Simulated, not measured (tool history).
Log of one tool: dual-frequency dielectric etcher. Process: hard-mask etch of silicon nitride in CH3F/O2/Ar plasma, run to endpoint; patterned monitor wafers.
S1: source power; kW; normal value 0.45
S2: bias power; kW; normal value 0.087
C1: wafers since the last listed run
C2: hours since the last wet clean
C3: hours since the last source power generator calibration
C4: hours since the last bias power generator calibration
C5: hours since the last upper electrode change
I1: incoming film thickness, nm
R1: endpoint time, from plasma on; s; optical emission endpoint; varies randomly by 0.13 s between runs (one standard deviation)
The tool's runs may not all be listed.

run    hour    S1     S2   C1     C2      C3      C4      C5     I1    R1
  1       0  0.45  0.087    0  198.4  3748.3  1437.8  3952.1   34.9    45
  2    34.4  0.45  0.087  282  232.8  3782.7  1472.2  3986.5  34.74  44.6
  3    74.3  0.45  0.072  328  272.7  3822.6  1512.1  4026.4  34.46  46.1
  4     131  0.45  0.072  466  329.4  3879.3  1568.8  4083.1  35.11  46.9
  5   183.7  0.45  0.072  433  382.1    3932  1621.5  4135.8  34.87  46.6
  6   207.8  0.45  0.087  198  406.2  3956.1  1645.6  4159.9  35.24  44.7
      263.5  -- wet clean of the chamber
  7     264  0.45  0.087  264    0.5  4012.3  1701.8  4216.1  34.76  45.3
      281.1  -- bias power generator calibrated
  8     300  0.45  0.087  263   36.5  4048.3    18.9  4252.1  34.85  45.1
  9   371.7  0.45  0.087  589  108.2    4120    90.6  4323.8  34.74  44.5
 10   413.8  0.45  0.074  346  150.3  4162.1   132.7  4365.9  34.77  46.3
 11     446  0.45  0.074  264  182.5  4194.3   164.9  4398.1   35.1  46.4
      467.3  -- source power generator calibrated
 12   516.2  0.37  0.071  544  252.7    48.9   235.1  4468.3  34.91  51.3
      546.8  -- upper electrode replaced
 13     551  0.45  0.087   88  287.5    83.7   269.9     4.2  34.69  44.3
 14   588.6  0.45  0.071  309  325.1   121.3   307.5    41.8   34.9  46.4
 15   639.1  0.35  0.087  415  375.6   171.8     358    92.3  34.84  49.4
 16   679.2  0.45  0.087  329  415.7   211.9   398.1   132.4  35.15  44.1
 17   710.2  0.53  0.108  254  446.7   242.9   429.1   163.4  34.59  37.8
 18   745.6  0.36  0.105  291  482.1   278.3   464.5   198.8  34.94  46.3
      785.2  -- wet clean of the chamber
 19   785.7  0.45  0.087  132    0.5   318.4   504.6   238.9  35.22  45.4
 20   804.8  0.45  0.087  157   19.6   337.5   523.7     258  34.71  44.7
 21   861.1  0.38  0.103  462   75.9   393.8     580   314.3  34.81  46.5
 22   928.5  0.45  0.094  554  143.3   461.2   647.4   381.7  34.87  43.6
 23     988  0.54  0.104  489  202.8   520.7   706.9   441.2  34.85  38.9
 24  1040.3  0.48  0.087  430  255.1     573   759.2   493.5  34.95  43.1
 25  1069.7  0.34  0.072  241  284.5   602.4   788.6   522.9  34.38  52.4
 26  1123.4  0.52  0.087  441  338.2   656.1   842.3   576.6  34.73  41.3
 27  1169.4  0.38  0.096  378  384.2   702.1   888.3   622.6  34.65  46.3
     1210.2  -- wet clean of the chamber
 28  1227.3  0.45  0.087  278   17.1     760   946.2   680.5  35.01  45.4
 29  1292.8  0.45  0.087  538   82.6   825.5  1011.7     746   35.1  45.4
 30  1329.7  0.45  0.087  303  119.5   862.4  1048.6   782.9  34.63  44.8
 31  1373.1  0.45  0.087  356  162.9   905.8    1092   826.3  34.96  44.8
 32  1453.2  0.34  0.066  658    243   985.9  1172.1   906.4  34.92  54.6
 33  1507.3  0.39  0.078  444  297.1    1040  1226.2   960.5  34.86  49.2
 34  1577.2  0.39  0.067  574    367  1109.9  1296.1  1030.4  34.83  50.2

How the hidden state differs across the entries between the runs, from the last listed run before each to the first after it:
Logged between run 6 and run 7: wet clean of the chamber (hour 263.5)
  etch rate over this chamber's usual, %: 2.79 -> 0.01; bias power that arrives over what is set, %: -5.21 -> -5.38
  what was measured, less what the result would be without the hidden state, R1: -0.6 -> +0.6 s
Logged between run 7 and run 8: bias power generator calibrated (hour 281.1)
  etch rate over this chamber's usual, %: 0.01 -> 0.25; bias power that arrives over what is set, %: -5.38 -> 0.693
  what was measured, less what the result would be without the hidden state, R1: +0.6 -> -0.2 s
Logged between run 11 and run 12: source power generator calibrated (hour 467.3)
  etch rate over this chamber's usual, %: 1.22 -> 1.69; bias power that arrives over what is set, %: 0.251 -> 0.0392
  what was measured, less what the result would be without the hidden state, R1: -0.6 -> -0.8 s
Logged between run 12 and run 13: upper electrode replaced (hour 546.8)
  etch rate over this chamber's usual, %: 1.69 -> 1.93; bias power that arrives over what is set, %: 0.0392 -> -0.066
  what was measured, less what the result would be without the hidden state, R1: -0.8 -> -0.8 s
Logged between run 18 and run 19: wet clean of the chamber (hour 785.2)
  etch rate over this chamber's usual, %: 3.22 -> 0.266; bias power that arrives over what is set, %: -0.654 -> -0.775
  what was measured, less what the result would be without the hidden state, R1: -1.4 -> -0.1 s
Logged between run 27 and run 28: wet clean of the chamber (hour 1210.2)
  etch rate over this chamber's usual, %: 2.83 -> 0.0665; bias power that arrives over what is set, %: -1.94 -> -2.11
  what was measured, less what the result would be without the hidden state, R1: -1.1 -> +0.2 s
